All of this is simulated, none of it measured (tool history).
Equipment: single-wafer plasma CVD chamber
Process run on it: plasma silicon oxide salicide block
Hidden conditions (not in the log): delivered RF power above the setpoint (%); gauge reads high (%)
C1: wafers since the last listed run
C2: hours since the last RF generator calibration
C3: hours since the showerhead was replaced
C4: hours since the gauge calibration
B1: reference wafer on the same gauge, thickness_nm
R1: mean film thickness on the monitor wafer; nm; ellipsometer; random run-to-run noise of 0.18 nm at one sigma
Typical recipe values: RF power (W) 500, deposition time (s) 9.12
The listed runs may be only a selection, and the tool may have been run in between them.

Run 1, hour 0.0: usual settings; C1 0; C2 1163.3; C3 2014.2; C4 3119.8; B1 96.593. Result: R1 85.052 nm.
Run 2, hour 77.4: usual settings; C1 2253; C2 1240.7; C3 2091.6; C4 3197.2; B1 96.542. Result: R1 84.822 nm.
Run 3, hour 143.0: usual settings; C1 1909; C2 1306.3; C3 2157.2; C4 3262.8; B1 96.571. Result: R1 84.820 nm.
At hour 153.7: RF generator calibrated.
Run 4, hour 195.6: usual settings but RF power (W) 470; C1 1298; C2 41.9; C3 2209.8; C4 3315.4; B1 96.637. Result: R1 82.697 nm.
Run 5, hour 320.5: usual settings but RF power (W) 470; C1 3636; C2 166.8; C3 2334.7; C4 3440.3; B1 96.628. Result: R1 82.583 nm.
Run 6, hour 405.0: usual settings; C1 2460; C2 251.3; C3 2419.2; C4 3524.8; B1 96.582. Result: R1 84.755 nm.
Run 7, hour 473.3: usual settings; C1 1988; C2 319.6; C3 2487.5; C4 3593.1; B1 96.614. Result: R1 84.907 nm.
Run 8, hour 573.4: usual settings; C1 2914; C2 419.7; C3 2587.6; C4 3693.2; B1 96.617. Result: R1 84.855 nm.
Run 9, hour 610.7: usual settings; C1 1085; C2 457.0; C3 2624.9; C4 3730.5; B1 96.579. Result: R1 84.841 nm.
Run 10, hour 716.0: usual settings but deposition time (s) 8.54; C1 3065; C2 562.3; C3 2730.2; C4 3835.8; B1 96.573. Result: R1 79.034 nm.
Run 11, hour 986.0: usual settings but RF power (W) 445, deposition time (s) 9.68; C1 7861; C2 832.3; C3 3000.2; C4 4105.8; B1 96.569. Result: R1 85.934 nm.
Run 12, hour 1072.5: usual settings; C1 2518; C2 918.8; C3 3086.7; C4 4192.3; B1 96.652. Result: R1 84.786 nm.
Run 13, hour 1122.9: usual settings; C1 1467; C2 969.2; C3 3137.1; C4 4242.7; B1 96.607. Result: R1 84.783 nm.
Run 14, hour 1183.3: usual settings; C1 1758; C2 1029.6; C3 3197.5; C4 4303.1; B1 96.573. Result: R1 84.759 nm.
Run 15, hour 1247.1: usual settings but RF power (W) 545; C1 1857; C2 1093.4; C3 3261.3; C4 4366.9; B1 96.550. Result: R1 87.781 nm.
At hour 1270.7: gauge calibrated.
Run 16, hour 1335.6: usual settings but RF power (W) 560; C1 2576; C2 1181.9; C3 3349.8; C4 64.9; B1 96.592. Result: R1 88.681 nm.
At hour 1345.6: showerhead replaced.
Run 17, hour 1412.9: usual settings but RF power (W) 560; C1 2017; C2 1259.2; C3 67.3; C4 142.2; B1 96.590. Result: R1 88.476 nm.
Run 18, hour 1492.2: usual settings but RF power (W) 430, deposition time (s) 10.37; C1 2308; C2 1338.5; C3 146.6; C4 221.5; B1 96.606. Result: R1 90.366 nm.
At hour 1518.4: RF generator calibrated.
Run 19, hour 1535.4: usual settings but RF power (W) 430, deposition time (s) 10.37; C1 1024; C2 17.0; C3 189.8; C4 264.7; B1 96.591. Result: R1 90.623 nm.
Run 20, hour 1582.7: usual settings but RF power (W) 430, deposition time (s) 10.37; C1 1377; C2 64.3; C3 237.1; C4 312.0; B1 96.605. Result: R1 90.255 nm.
Run 21, hour 1666.9: usual settings but deposition time (s) 10.27; C1 2451; C2 148.5; C3 321.3; C4 396.2; B1 96.657. Result: R1 95.634 nm.
Run 22, hour 1735.9: usual settings but RF power (W) 545; C1 2008; C2 217.5; C3 390.3; C4 465.2; B1 96.642. Result: R1 87.840 nm.
Run 23, hour 1786.5: usual settings; C1 1473; C2 268.1; C3 440.9; C4 515.8; B1 96.575. Result: R1 84.796 nm.
Run 24, hour 1829.2: usual settings but deposition time (s) 10.27; C1 1243; C2 310.8; C3 483.6; C4 558.5; B1 96.616. Result: R1 95.459 nm.
Run 25, hour 1999.5: usual settings but deposition time (s) 7.87; C1 4958; C2 481.1; C3 653.9; C4 728.8; B1 96.584. Result: R1 73.083 nm.
Run 26, hour 2056.5: usual settings but deposition time (s) 10.46; C1 1659; C2 538.1; C3 710.9; C4 785.8; B1 96.584. Result: R1 97.158 nm.
Run 27, hour 2098.7: usual settings but RF power (W) 445; C1 1228; C2 580.3; C3 753.1; C4 828.0; B1 96.631. Result: R1 80.590 nm.
Run 28, hour 2160.3: usual settings but RF power (W) 540; C1 1793; C2 641.9; C3 814.7; C4 889.6; B1 96.614. Result: R1 87.486 nm.
Run 29, hour 2201.7: usual settings but RF power (W) 435, deposition time (s) 7.60; C1 1205; C2 683.3; C3 856.1; C4 931.0; B1 96.639. Result: R1 66.742 nm.
Run 30, hour 2248.4: usual settings but deposition time (s) 10.24; C1 1359; C2 730.0; C3 902.8; C4 977.7; B1 96.584. Result: R1 95.075 nm.
Run 31, hour 2304.5: usual settings but RF power (W) 565; C1 1633; C2 786.1; C3 958.9; C4 1033.8; B1 96.543. Result: R1 88.876 nm.
Run 32, hour 2411.3: usual settings; C1 3109; C2 892.9; C3 1065.7; C4 1140.6; B1 96.652. Result: R1 84.689 nm.
At hour 2600.5: RF generator calibrated.
Run 33, hour 2665.9: usual settings but RF power (W) 590, deposition time (s) 10.17; C1 7179; C2 65.4; C3 1320.3; C4 1395.2; B1 96.592. Result: R1 100.917 nm.
Run 34, hour 2712.3: usual settings; C1 1350; C2 111.8; C3 1366.7; C4 1441.6; B1 96.590. Result: R1 84.920 nm.
Run 35, hour 2804.3: usual settings but RF power (W) 470, deposition time (s) 10.59; C1 2678; C2 203.8; C3 1458.7; C4 1533.6; B1 96.604. Result: R1 96.045 nm.
Run 36, hour 2897.4: usual settings but RF power (W) 430, deposition time (s) 10.37; C1 2710; C2 296.9; C3 1551.8; C4 1626.7; B1 96.617. Result: R1 90.375 nm.
Run 37, hour 2987.5: usual settings; C1 2623; C2 387.0; C3 1641.9; C4 1716.8; B1 96.592. Result: R1 84.683 nm.
Run 38, hour 3079.9: usual settings but RF power (W) 590, deposition time (s) 10.81; C1 2690; C2 479.4; C3 1734.3; C4 1809.2; B1 96.601. Result: R1 107.148 nm.
Run 39, hour 3161.8: usual settings but RF power (W) 570, deposition time (s) 10.10; C1 2384; C2 561.3; C3 1816.2; C4 1891.1; B1 96.602. Result: R1 98.952 nm.
Run 40, hour 3264.8: usual settings but deposition time (s) 7.53; C1 2998; C2 664.3; C3 1919.2; C4 1994.1; B1 96.612. Result: R1 70.147 nm.

Run 41 has not been measured yet. What should we expect?
Run 41, hour 3367.1: usual settings but RF power (W) 565, deposition time (s) 10.01; C1 2978; C2 766.6; C3 2021.5; C4 2096.4; B1 ?. Result: R1 ?.

{"run 41": {"B1": 96.551, "R1": 97.779}}
Had the tool carried no hidden state, the very same run would have given R1 97.779 nm.
